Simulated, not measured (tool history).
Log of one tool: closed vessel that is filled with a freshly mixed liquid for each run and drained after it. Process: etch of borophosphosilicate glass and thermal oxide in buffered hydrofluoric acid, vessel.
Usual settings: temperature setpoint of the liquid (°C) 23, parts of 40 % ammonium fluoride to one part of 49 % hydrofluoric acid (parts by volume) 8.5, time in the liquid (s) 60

| run | hour | temperature setpoint of the liquid (°C) | parts of 40 % ammonium fluoride to one part of 49 % hydrofluoric acid (parts by volume) | time in the liquid (s) | read-back film thickness of the borophosphosilicate glass reference wafer, read on the same gauge (nm) | read-back film thickness of the thermal oxide reference wafer, read on the same gauge (nm) | thickness taken off the borophosphosilicate glass on a monitor wafer (angstrom) | thickness taken off the thermal oxide on a monitor wafer (angstrom) |
|---|---|---|---|---|---|---|---|---|
| 1 | 0 | 23 | 10.5 | 60 | 89.99 | 120.01 | 1278.6 | 675 |
|  | 41.8 | gauge calibrated |
| 2 | 52.5 | 23 | 10.5 | 60 | 89.99 | 120.01 | 1297.8 | 665.3 |
| 3 | 168.8 | 23 | 10.5 | 60 | 89.98 | 120 | 1304.5 | 671.8 |
| 4 | 236.9 | 25.5 | 8.5 | 60 | 90.01 | 120.02 | 1807.2 | 924.6 |
|  | 281.5 | hydrofluoric acid flow meter replaced |
| 5 | 320.7 | 25.5 | 8.5 | 60 | 90.04 | 119.98 | 1688.1 | 879 |
| 6 | 394.6 | 23 | 8.5 | 60 | 90 | 120.02 | 1482.2 | 769 |
| 7 | 435.2 | 26.5 | 8.5 | 85 | 90.02 | 119.98 | 2557.2 | 1312.5 |
| 8 | 521.2 | 26.5 | 8.5 | 85 | 90.04 | 119.98 | 2543 | 1327.8 |
| 9 | 623.1 | 20 | 8.5 | 60 | 90.02 | 119.98 | 1293.6 | 657.4 |
| 10 | 685.2 | 23 | 8.5 | 60 | 90.07 | 119.99 | 1527.5 | 784.7 |
| 11 | 750.6 | 23 | 7.5 | 60 | 89.98 | 119.99 | 1734.1 | 878.3 |
|  | 773.4 | thermometer replaced |
|  | 802.7 | hydrofluoric acid flow meter replaced |
| 12 | 830.4 | 23 | 8.5 | 60 | 89.99 | 120.04 | 1528.8 | 771.2 |
| 13 | 923.1 | 23 | 8.5 | 35 | 90.04 | 120.01 | 887 | 457.3 |
|  | 973.4 | gauge calibrated |
| 14 | 1062.7 | 26 | 10 | 50 | 90.02 | 120 | 1306.7 | 683.9 |
| 15 | 1128.8 | 20 | 11 | 85 | 89.97 | 119.97 | 1484.4 | 763.4 |
| 16 | 1182.2 | 26 | 8.5 | 35 | 90.02 | 119.99 | 1056.5 | 539.7 |
| 17 | 1237.7 | 23 | 5 | 75 | 89.98 | 119.97 | 3220.5 | 1616.7 |
|  | 1317.7 | hydrofluoric acid flow meter replaced |
| 18 | 1334.4 | 19.5 | 8.5 | 60 | 90.05 | 119.99 | 1236.9 | 631.8 |
| 19 | 1380.6 | 23 | 9.5 | 50 | 90.03 | 120.01 | 1124.5 | 586.5 |
| 20 | 1421.4 | 23 | 8.5 | 60 | 90 | 120 | 1489 | 780 |
| 21 | 1505.2 | 23 | 8.5 | 60 | 89.99 | 119.97 | 1509.2 | 767.5 |

Hidden state or all else? Some run-to-run changes of thickness taken off the borophosphosilicate glass on a monitor wafer (angstrom), split into what the settings, what came in and random variation would give without the hidden state, and what is left for the hidden state (with any gauge scatter that isn't in both results):
The hidden state here: liquid colder than its thermometer reads (K); hydrofluoric acid flow above the setpoint (%); gauge reads high (%).
Run 4 -> 5: hydrofluoric acid flow meter replaced. thickness taken off the borophosphosilicate glass on a monitor wafer (angstrom) -119.1: hidden state -94.9, all else -24.2.
Run 16 -> 17: temperature setpoint of the liquid (°C) 26 -> 23, parts of 40 % ammonium fluoride to one part of 49 % hydrofluoric acid (parts by volume) 8.5 -> 5, time in the liquid (s) 35 -> 75. thickness taken off the borophosphosilicate glass on a monitor wafer (angstrom) +2164: hidden state +43.6, all else +2120.4.
Run 17 -> 18: temperature setpoint of the liquid (°C) 23 -> 19.5, parts of 40 % ammonium fluoride to one part of 49 % hydrofluoric acid (parts by volume) 5 -> 8.5, time in the liquid (s) 75 -> 60, hydrofluoric acid flow meter replaced. thickness taken off the borophosphosilicate glass on a monitor wafer (angstrom) -1983.6: hidden state -89.2, all else -1894.4.
